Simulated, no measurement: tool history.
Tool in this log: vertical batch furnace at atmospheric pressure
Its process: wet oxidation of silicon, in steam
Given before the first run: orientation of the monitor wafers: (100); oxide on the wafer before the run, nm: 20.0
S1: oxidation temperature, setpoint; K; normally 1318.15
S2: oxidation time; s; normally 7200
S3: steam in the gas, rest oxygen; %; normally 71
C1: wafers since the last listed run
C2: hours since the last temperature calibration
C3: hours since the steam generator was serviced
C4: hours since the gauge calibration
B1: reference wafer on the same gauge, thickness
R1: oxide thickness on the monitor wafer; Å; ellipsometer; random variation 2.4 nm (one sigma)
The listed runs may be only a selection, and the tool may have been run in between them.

run   hour       S1     S2  S3    C1      C2      C3     C4      B1      R1
  1    0.0  1330.15   7200  71     0  2784.3  3547.8  340.1  639.15  7051.0
  2   90.7  1330.15   7200  71  1293  2875.0  3638.5  430.8  636.78  7050.6
  3  110.1  1318.15   7200  71   276  2894.4  3657.9  450.2  635.95  6636.2
  4  123.7  1318.15   7200  71   193  2908.0  3671.5  463.8  635.95  6654.3
  5  145.4  1318.15   7200  71   309  2929.7  3693.2  485.5  635.70  6636.6
     197.2  -- thermocouples replaced and temperature profile calibrated
  6  197.7  1318.15   7200  71   403     0.5  3745.5  537.8  633.91  6661.1
  7  202.6  1306.15   7200  71    69     5.4  3750.4  542.7  633.81  6264.6
  8  213.8  1306.15   7200  71   159    16.6  3761.6  553.9  634.29  6286.1
  9  228.9  1306.15   7200  71   215    31.7  3776.7  569.0  633.63  6249.3
     280.1  -- steam generator serviced
 10  280.6  1318.15   7200  71   395    83.4     0.5  620.7  631.88  6596.7
 11  287.5  1334.15   9480  61    98    90.3     7.4  627.6  631.62  7651.8
 12  312.7  1325.15   9750  80   359   115.5    32.6  652.8  631.25  8656.4
     333.0  -- gauge calibrated
 13  346.2  1318.15   7200  71   477   149.0    66.1   13.2  648.01  6792.0
 14  448.3  1293.15   7200  71  1456   251.1   168.2  115.3  644.60  5912.6
 15  472.7  1327.15   7200  82   348   275.5   192.6  139.7  644.07  7629.4
 16  500.0  1318.15   4740  71   389   302.8   219.9  167.0  643.63  5248.1
 17  520.1  1318.15   5640  75   286   322.9   240.0  187.1  643.04  6016.4
 18  553.1  1336.15   6270  75   470   355.9   273.0  220.1  642.51  6929.9
 19  567.0  1318.15   7200  71   198   369.8   286.9  234.0  641.76  6727.8
 20  586.2  1296.15  10380  60   273   389.0   306.1  253.2  641.16  6780.4

Alternative continuations, all from the tool just after run 20; predict every row:
  A  591.3  1318.15  4860  71  72  394.1  311.2  258.3   ?   ?
  B  591.3  1310.15  9450  78  72  394.1  311.2  258.3   ?   ?
  C  591.3  1318.15  5250  77  72  394.1  311.2  258.3   ?   ?

run      B1      R1
  A  641.42  5284.4
  B  641.42  7958.4
  C  641.42  5810.0
With the hidden condition removed and each run's random variation left untouched, the same runs would have given:
run      R1
  A  5354.8
  B  8064.4
  C  5887.4
